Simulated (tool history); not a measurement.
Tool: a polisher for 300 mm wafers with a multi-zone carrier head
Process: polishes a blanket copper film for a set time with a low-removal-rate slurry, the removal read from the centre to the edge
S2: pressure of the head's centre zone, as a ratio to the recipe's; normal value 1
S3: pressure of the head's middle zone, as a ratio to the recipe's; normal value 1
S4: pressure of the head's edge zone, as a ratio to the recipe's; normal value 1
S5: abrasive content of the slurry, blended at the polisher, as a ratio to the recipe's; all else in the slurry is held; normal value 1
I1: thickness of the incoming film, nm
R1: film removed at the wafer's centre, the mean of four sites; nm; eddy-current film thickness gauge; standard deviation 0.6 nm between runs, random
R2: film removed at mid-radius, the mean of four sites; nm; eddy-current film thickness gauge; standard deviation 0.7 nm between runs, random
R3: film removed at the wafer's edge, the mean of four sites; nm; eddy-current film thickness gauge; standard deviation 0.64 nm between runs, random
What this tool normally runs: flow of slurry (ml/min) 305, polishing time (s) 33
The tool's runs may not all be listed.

Run 1, day 0: usual settings but flow of slurry (ml/min) 340, polishing time (s) 41; I1 1548.8. Result: R1 91.2 nm, R2 92.2 nm, R3 92.8 nm.
Run 2, day 2.562: usual settings but flow of slurry (ml/min) 340, polishing time (s) 41; I1 1510.6. Result: R1 89.7 nm, R2 92 nm, R3 95 nm.
Run 3, day 5.55: usual settings but S2 0.93; I1 1531.2. Result: R1 67.5 nm, R2 72.7 nm, R3 75 nm.
At day 6.458: centre zone pressure recalibrated.
Run 4, day 7.658: usual settings; I1 1517.7. Result: R1 72.6 nm, R2 72.8 nm, R3 75.1 nm.
Run 5, day 8.771: usual settings but S2 0.9, S3 1.12, S5 0.75, polishing time (s) 27; I1 1509.7. Result: R1 51.4 nm, R2 62.9 nm, R3 57.9 nm.
Run 6, day 11.662: usual settings; I1 1510.2. Result: R1 72.6 nm, R2 73.6 nm, R3 73.7 nm.
At day 12.529: worn pad replaced by a new one.
Run 7, day 14.633: usual settings but S2 0.95; I1 1506. Result: R1 69.2 nm, R2 73.6 nm, R3 75.4 nm.
Run 8, day 16.475: usual settings but S5 0.85, polishing time (s) 28; I1 1511.9. Result: R1 59.2 nm, R2 60.7 nm, R3 61.4 nm.
Run 9, day 17.696: usual settings but S2 0.93, polishing time (s) 44; I1 1528.6. Result: R1 89.8 nm, R2 97.1 nm, R3 100.4 nm.
At day 17.821: slurry nozzle cleaned.
Run 10, day 19.358: usual settings; I1 1491.7. Result: R1 72.7 nm, R2 72.5 nm, R3 75.1 nm.
At day 20.067: edge zone pressure recalibrated.
Run 11, day 22.038: usual settings but S2 0.88, S4 0.9; I1 1534.3. Result: R1 64.4 nm, R2 73 nm, R3 70 nm.
Run 12, day 24.754: usual settings but flow of slurry (ml/min) 355, S2 1.05, S4 0.88, polishing time (s) 39; I1 1528.3. Result: R1 91.3 nm, R2 87.5 nm, R3 83 nm.
Run 13, day 26.879: usual settings; I1 1515.4. Result: R1 72.3 nm, R2 73.2 nm, R3 74.9 nm.
At day 27.496: worn pad replaced by a new one.
Run 14, day 28.229: usual settings; I1 1520.2. Result: R1 73 nm, R2 72.3 nm, R3 73.9 nm.
Run 15, day 29.317: usual settings but S3 1.05, S5 0.9; I1 1494.4. Result: R1 70.5 nm, R2 76.1 nm, R3 73.3 nm.
Run 16, day 30.833: usual settings but flow of slurry (ml/min) 345, S3 1.09, S4 0.93, polishing time (s) 25; I1 1516.3. Result: R1 56.2 nm, R2 59.9 nm, R3 54.5 nm.
At day 31.525: slurry nozzle cleaned.
Run 17, day 33.821: usual settings but flow of slurry (ml/min) 240, S3 1.11, S5 1.25, polishing time (s) 26; I1 1507.1. Result: R1 58 nm, R2 62.3 nm, R3 58.2 nm.
Run 18, day 34.946: usual settings but S2 0.96; I1 1519.6. Result: R1 69.6 nm, R2 72.3 nm, R3 73.8 nm.

For run 19, what comes out?
Run 19, day 37.25: usual settings but S4 0.91; I1 1532.1. Result: R1 ?, R2 ?, R3 ?.

R1: 72.2 nm
R2: 73.3 nm
R3: 71.3 nm
On a tool with no hidden condition, and with the same random variation, this run would have come out at R1 72.2 nm, R2 73.3 nm, R3 71.3 nm.
